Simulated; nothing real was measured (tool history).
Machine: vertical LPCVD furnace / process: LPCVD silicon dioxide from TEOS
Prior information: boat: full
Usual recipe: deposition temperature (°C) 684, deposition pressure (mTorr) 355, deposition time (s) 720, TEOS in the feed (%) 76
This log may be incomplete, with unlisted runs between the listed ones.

run    hour  deposition temperature (°C)  deposition pressure (mTorr)  deposition time (s)  TEOS in the feed (%)  wafers since the last listed run  hours since the last temperature calibration  hours since the pressure gauge was zeroed  hours since the TEOS flow controller was replaced  hours since the gauge calibration  read-back reference wafer on the same gauge, thickness  film thickness on the monitor wafer in the middle of the boat (angstrom)
  1     0.0                          684                          355                  720                    76                                 0                                        2314.8                                      459.2                                             1784.4                              664.9                                                   74.17                                                                     732.1
  2    45.9                          684                          355                  720                    76                               943                                        2360.7                                      505.1                                             1830.3                              710.8                                                   74.10                                                                     739.8
  3   153.3                          684                          355                  720                    76                              2206                                        2468.1                                      612.5                                             1937.7                              818.2                                                   74.19                                                                     743.2
  4   215.6                          684                          385                  720                    76                              1279                                        2530.4                                      674.8                                             2000.0                              880.5                                                   74.10                                                                     769.0
  5   269.5                          684                          355                  720                    76                              1107                                        2584.3                                      728.7                                             2053.9                              934.4                                                   74.04                                                                     739.5
  6   314.6                          684                          355                  720                    76                               926                                        2629.4                                      773.8                                             2099.0                              979.5                                                   74.24                                                                     743.7
  7   565.0                          684                          355                  720                    76                              5144                                        2879.8                                     1024.2                                             2349.4                             1229.9                                                   74.25                                                                     747.0
  8   604.1                          684                          355                  720                    71                               803                                        2918.9                                     1063.3                                             2388.5                             1269.0                                                   74.17                                                                     713.2
  9   681.7                          684                          355                  720                    71                              1594                                        2996.5                                     1140.9                                             2466.1                             1346.6                                                   74.21                                                                     709.5
 10   789.7                          684                          355                  720                    76                              2218                                        3104.5                                     1248.9                                             2574.1                             1454.6                                                   74.20                                                                     739.1
      835.1  -- TEOS flow controller replaced
 11   837.4                          684                          355                  720                    76                               486                                        3152.2                                     1296.6                                                2.3                             1502.3                                                   74.19                                                                     738.6
 12   888.8                          684                          355                  720                    76                              1056                                        3203.6                                     1348.0                                               53.7                             1553.7                                                   74.22                                                                     741.0
 13   987.9                          684                          355                  720                    76                              2036                                        3302.7                                     1447.1                                              152.8                             1652.8                                                   74.20                                                                     741.7
     1063.7  -- gauge calibrated
 14  1076.4                          684                          355                  780                    76                              1818                                        3391.2                                     1535.6                                              241.3                               12.7                                                   74.28                                                                     806.6
 15  1196.7                          684                          355                  720                    76                              2471                                        3511.5                                     1655.9                                              361.6                              133.0                                                   74.24                                                                     743.5
 16  1299.6                          696                          355                  720                    76                              2114                                        3614.4                                     1758.8                                              464.5                              235.9                                                   74.38                                                                     983.1
 17  1360.7                          684                          355                  720                    76                              1255                                        3675.5                                     1819.9                                              525.6                              297.0                                                   74.24                                                                     742.1
 18  1422.8                          676                          355                  930                    81                              1275                                        3737.6                                     1882.0                                              587.7                              359.1                                                   74.12                                                                     815.4
 19  1527.6                          684                          355                  720                    76                              2153                                        3842.4                                     1986.8                                              692.5                              463.9                                                   74.17                                                                     738.1
 20  1611.7                          684                          355                  720                    76                              1727                                        3926.5                                     2070.9                                              776.6                              548.0                                                   74.09                                                                     732.2

Predict the results of run 21:
     1715.0  -- pressure gauge zeroed
 21  1715.5                          684                          430                 1020                    83                              1639                                        4030.3                                        0.5                                              880.4                              651.8                                                       ?                                                                         ?

read-back reference wafer on the same gauge, thickness: 74.10
film thickness on the monitor wafer in the middle of the boat (angstrom): 1225.3
Minus the tool's unlogged condition, the same run would have read film thickness on the monitor wafer in the middle of the boat (angstrom) 1147.8.
